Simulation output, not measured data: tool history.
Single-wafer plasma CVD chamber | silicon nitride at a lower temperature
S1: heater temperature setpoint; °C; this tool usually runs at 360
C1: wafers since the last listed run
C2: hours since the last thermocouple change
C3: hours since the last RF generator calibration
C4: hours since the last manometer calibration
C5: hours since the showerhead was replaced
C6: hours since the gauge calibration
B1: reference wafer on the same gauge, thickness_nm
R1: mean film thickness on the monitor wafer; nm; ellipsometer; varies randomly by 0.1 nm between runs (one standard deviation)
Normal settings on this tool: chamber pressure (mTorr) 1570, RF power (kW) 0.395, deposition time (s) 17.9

Run 1, day 0: usual settings; C1 0; C2 1164.8; C3 99.3; C4 1979; C5 37.5; C6 104.8; B1 29.02. Result: R1 25.846 nm.
Run 2, day 0.608: usual settings; C1 292; C2 1179.4; C3 113.9; C4 1993.6; C5 52.1; C6 119.4; B1 29.007. Result: R1 25.892 nm.
Run 3, day 1.567: usual settings; C1 460; C2 1202.4; C3 136.9; C4 2016.6; C5 75.1; C6 142.4; B1 29.004. Result: R1 25.932 nm.
Run 4, day 2.296: usual settings; C1 350; C2 1219.9; C3 154.4; C4 2034.1; C5 92.6; C6 159.9; B1 28.974. Result: R1 25.846 nm.
Run 5, day 2.842: usual settings; C1 262; C2 1233; C3 167.5; C4 2047.2; C5 105.7; C6 173; B1 28.978. Result: R1 25.74 nm.
At day 3.188: thermocouple changed; heater temperature recalibrated.
At day 3.746: capacitance manometer re-zeroed and calibrated.
Run 6, day 3.9: usual settings; C1 188; C2 17.1; C3 192.9; C4 3.7; C5 131.1; C6 198.4; B1 29.01. Result: R1 26.34 nm.
Run 7, day 4.492: usual settings; C1 284; C2 31.3; C3 207.1; C4 17.9; C5 145.3; C6 212.6; B1 28.978. Result: R1 26.359 nm.
Run 8, day 5.217: usual settings but S1 353 °C, chamber pressure (mTorr) 1840, RF power (kW) 0.445; C1 348; C2 48.7; C3 224.5; C4 35.3; C5 162.7; C6 230; B1 28.992. Result: R1 30.407 nm.
Run 9, day 6.55: usual settings but chamber pressure (mTorr) 1180, RF power (kW) 0.415; C1 640; C2 80.7; C3 256.5; C4 67.3; C5 194.7; C6 262; B1 28.989. Result: R1 23.456 nm.
Run 10, day 7.321: usual settings but S1 353 °C, chamber pressure (mTorr) 1840, RF power (kW) 0.445; C1 370; C2 99.2; C3 275; C4 85.8; C5 213.2; C6 280.5; B1 29.001. Result: R1 30.129 nm.
Run 11, day 8.325: usual settings; C1 482; C2 123.3; C3 299.1; C4 109.9; C5 237.3; C6 304.6; B1 28.98. Result: R1 26.359 nm.
Run 12, day 8.938: usual settings but S1 353 °C, chamber pressure (mTorr) 1800, RF power (kW) 0.45, deposition time (s) 19.7; C1 294; C2 138; C3 313.8; C4 124.6; C5 252; C6 319.3; B1 28.964. Result: R1 33.299 nm.
At day 9.592: capacitance manometer re-zeroed and calibrated, repeated, since the last time left the tool worse.
Run 13, day 10.071: usual settings; C1 384; C2 165.2; C3 341; C4 11.5; C5 279.2; C6 346.5; B1 29.004. Result: R1 25.428 nm.
Run 14, day 11.017: usual settings but chamber pressure (mTorr) 1770, deposition time (s) 19.5; C1 454; C2 187.9; C3 363.7; C4 34.2; C5 301.9; C6 369.2; B1 29.004. Result: R1 29.195 nm.
Run 15, day 12.017: usual settings; C1 480; C2 211.9; C3 387.7; C4 58.2; C5 325.9; C6 393.2; B1 28.962. Result: R1 25.295 nm.
Run 16, day 12.975: usual settings; C1 460; C2 234.9; C3 410.7; C4 81.2; C5 348.9; C6 416.2; B1 29.017. Result: R1 25.413 nm.
Run 17, day 13.529: usual settings; C1 266; C2 248.2; C3 424; C4 94.5; C5 362.2; C6 429.5; B1 28.975. Result: R1 25.335 nm.
Run 18, day 14.546: usual settings but S1 348 °C, RF power (kW) 0.43, deposition time (s) 16.3; C1 488; C2 272.6; C3 448.4; C4 118.9; C5 386.6; C6 453.9; B1 29. Result: R1 24.587 nm.

Expected results for the next run?
Run 19, day 15.275: usual settings but S1 373 °C, RF power (kW) 0.335; C1 350; C2 290.1; C3 465.9; C4 136.4; C5 404.1; C6 471.4; B1 ?. Result: R1 ?.

Run 19 produced B1 28.988, R1 22.667 nm.
Were there no unlogged condition in the tool, this run, its random variation unchanged, would have produced R1 22.543 nm.
